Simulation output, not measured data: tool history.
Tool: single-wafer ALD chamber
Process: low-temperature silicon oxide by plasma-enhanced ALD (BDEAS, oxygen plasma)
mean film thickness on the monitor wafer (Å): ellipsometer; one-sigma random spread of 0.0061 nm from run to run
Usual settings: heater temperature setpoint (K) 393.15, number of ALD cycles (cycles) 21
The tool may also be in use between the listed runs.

run    hour  heater temperature setpoint (K)  number of ALD cycles (cycles)  wafers since the last listed run  hours since the last thermocouple change  hours since the gauge calibration  read-back reference wafer on the same gauge, thickness_nm  mean film thickness on the monitor wafer (Å)
  1     0.0                           393.15                             21                                 0                                    1172.2                               45.6                                                      2.140                                         24.75
  2    91.9                           403.15                             22                              1233                                    1264.1                              137.5                                                      2.140                                         25.42
  3   152.3                           403.15                             22                               810                                    1324.5                              197.9                                                      2.139                                         25.50
  4   200.3                           393.15                             21                               644                                    1372.5                              245.9                                                      2.138                                         24.81
  5   266.3                           393.15                             21                               886                                    1438.5                              311.9                                                      2.139                                         24.76
  6   319.0                           400.15                             21                               707                                    1491.2                              364.6                                                      2.139                                         24.50
  7   397.6                           403.15                             21                              1055                                    1569.8                              443.2                                                      2.140                                         24.29
  8   496.6                           403.15                             21                              1329                                    1668.8                              542.2                                                      2.141                                         24.37
  9   785.7                           393.15                             21                              3881                                    1957.9                              831.3                                                      2.139                                         24.78
 10   867.0                           393.15                             21                              1091                                    2039.2                              912.6                                                      2.140                                         24.81
 11   964.8                           393.15                             23                              1312                                    2137.0                             1010.4                                                      2.141                                         27.09
 12  1045.2                           403.15                             20                              1079                                    2217.4                             1090.8                                                      2.143                                         23.22
     1055.7  -- thermocouple changed; heater temperature recalibrated
 13  1137.1                           379.15                             19                              1126                                      81.4                             1182.7                                                      2.140                                         22.55
 14  1233.0                           397.15                             23                              1287                                     177.3                             1278.6                                                      2.142                                         26.37
 15  1332.6                           393.15                             21                              1337                                     276.9                             1378.2                                                      2.140                                         24.31
     1407.5  -- gauge calibrated
 16  1423.9                           393.15                             21                              1225                                     368.2                               16.4                                                      2.139                                         24.37
     1478.3  -- thermocouple changed; heater temperature recalibrated, repeated, since the last time left the tool worse
 17  1485.7                           393.15                             21                               722                                       7.4                               78.2                                                      2.139                                         24.53
 18  1589.9                           393.15                             25                              1398                                     111.6                              182.4                                                      2.137                                         29.38
 19  1673.7                           393.15                             20                              1125                                     195.4                              266.2                                                      2.141                                         23.46
 20  1738.1                           380.15                             17                               864                                     259.8                              330.6                                                      2.141                                         20.36
 21  1792.8                           387.15                             19                               734                                     314.5                              385.3                                                      2.137                                         22.64
 22  1835.3                           397.15                             22                               570                                     357.0                              427.8                                                      2.140                                         25.82

Forecast run 23:
 23  1883.2                           386.15                             18                               643                                     404.9                              475.7                                                          ?                                             ?

For run 23 the tool returned read-back reference wafer on the same gauge, thickness_nm 2.139, mean film thickness on the monitor wafer (Å) 21.48.
Minus the tool's unlogged condition, the same run would have read mean film thickness on the monitor wafer (Å) 21.37.
